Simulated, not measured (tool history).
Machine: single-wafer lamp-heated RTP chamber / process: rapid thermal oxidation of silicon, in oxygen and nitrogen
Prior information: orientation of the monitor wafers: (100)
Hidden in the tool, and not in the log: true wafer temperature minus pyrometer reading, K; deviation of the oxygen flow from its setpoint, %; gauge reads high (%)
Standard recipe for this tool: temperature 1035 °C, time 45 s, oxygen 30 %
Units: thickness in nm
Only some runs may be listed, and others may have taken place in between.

run    hour  temperature  time  oxygen  wafers since the last listed run  wafers since the last pyrometer calibration  hours since the oxygen flow controller was replaced  hours since the gauge calibration  read-back reference wafer on the same gauge, thickness  thickness
  1       0         1035    45      30                                 0                                         1919                                               5167.8                              330.6                                                   4.897      4.179
  2    71.3         1035    45      30                              1040                                         2960                                               5239.1                              401.9                                                   4.894      4.212
  3     101         1035    45      30                               433                                         3394                                               5268.8                              431.6                                                   4.902      4.206
      122.2  -- pyrometer window cleaned and pyrometer calibrated
  4   164.4         1035    45      30                               808                                          616                                               5332.2                                495                                                   4.904      4.152
  5   199.2         1035    45      42                               508                                         1124                                                 5367                              529.8                                                   4.901      4.654
  6   262.2         1035    45      42                               919                                         2044                                                 5430                              592.8                                                   4.901      4.684
  7   294.8         1035    45      42                               475                                         2520                                               5462.6                              625.4                                                   4.904      4.667
  8   354.5         1035    45      30                               871                                         3391                                               5522.3                              685.1                                                   4.894      4.204
      421.7  -- pyrometer window cleaned and pyrometer calibrated
  9   422.2         1035    56      30                               871                                            6                                                 5590                              752.8                                                   4.903      4.556
 10     471         1035    56      30                               712                                          719                                               5638.8                              801.6                                                   4.895      4.567
 11   508.8         1035    45      30                               551                                         1271                                               5676.6                              839.4                                                   4.904      4.153
 12   548.6         1035    45      30                               581                                         1852                                               5716.4                              879.2                                                   4.897      4.197
 13   600.3         1035    45      30                               754                                         2606                                               5768.1                              930.9                                                   4.901      4.189
      612.3  -- gauge calibrated
 14   627.2         1035    45      40                               392                                         2999                                                 5795                               14.9                                                   4.897      4.627
 15     656         1035    65      30                               420                                         3419                                               5823.8                               43.7                                                     4.9      4.907
      698.2  -- pyrometer window cleaned and pyrometer calibrated
 16   724.8         1057    24      17                               887                                          388                                               5892.6                              112.5                                                   4.896      3.154
 17   788.2         1035    45      57                               925                                         1313                                                 5956                              175.9                                                   4.896      5.184
 18   844.2         1035    45      30                               817                                         2131                                                 6012                              231.9                                                   4.902       4.18
 19   901.2         1035    35      17                               832                                         2963                                                 6069                              288.9                                                   4.899      3.217
 20   946.9         1047    51      48                               667                                         3630                                               6114.7                              334.6                                                   4.902      5.654
      957.1  -- pyrometer window cleaned and pyrometer calibrated
 21  1007.3         1035    45      42                               764                                          732                                               6175.1                                395                                                   4.899      4.665
 22  1057.7         1035    45      30                               735                                         1468                                               6225.5                              445.4                                                   4.899      4.161
 23  1103.2         1035    54      44                               664                                         2132                                                 6271                              490.9                                                   4.896      5.153
     1129.5  -- oxygen flow controller replaced
 24  1171.1         1006    56      30                               874                                         3007                                                 41.6                              558.8                                                   4.898       3.83
 25  1225.8         1047    51      54                               798                                         3805                                                 96.3                              613.5                                                   4.901      5.888
     1242.8  -- pyrometer window cleaned and pyrometer calibrated
 26  1249.9         1044    38      17                               235                                          103                                                120.4                              637.6                                                   4.903      3.438
 27  1304.3         1060    32      17                               794                                          897                                                174.8                                692                                                   4.893       3.55
 28  1347.3         1052    45      30                               627                                         1524                                                217.8                                735                                                   4.895       4.66
 29  1417.2         1044    67      30                              1020                                         2545                                                287.7                              804.9                                                   4.899      5.255

Forecast each of these 5 alternatives for the next run:
  A  1417.6         1035    45      30                                 5                                         2551                                                288.1                              805.3                                                       ?          ?
  B  1417.6         1035    45      55                                 5                                         2551                                                288.1                              805.3                                                       ?          ?
  C  1417.6         1058    24      17                                 5                                         2551                                                288.1                              805.3                                                       ?          ?
  D  1417.6         1065    64      17                                 5                                         2551                                                288.1                              805.3                                                       ?          ?
  E  1417.6         1035    23      30                                 5                                         2551                                                288.1                              805.3                                                       ?          ?

run  read-back reference wafer on the same gauge, thickness  thickness
  A                                                   4.897       4.18
  B                                                   4.897      5.124
  C                                                   4.897      3.176
  D                                                   4.897      4.866
  E                                                   4.897       3.23
The same runs, with their run-to-run variation unchanged, on a tool lacking any hidden condition would have given:
run  thickness
  A       4.13
  B      5.059
  C      3.145
  D      4.808
  E      3.196

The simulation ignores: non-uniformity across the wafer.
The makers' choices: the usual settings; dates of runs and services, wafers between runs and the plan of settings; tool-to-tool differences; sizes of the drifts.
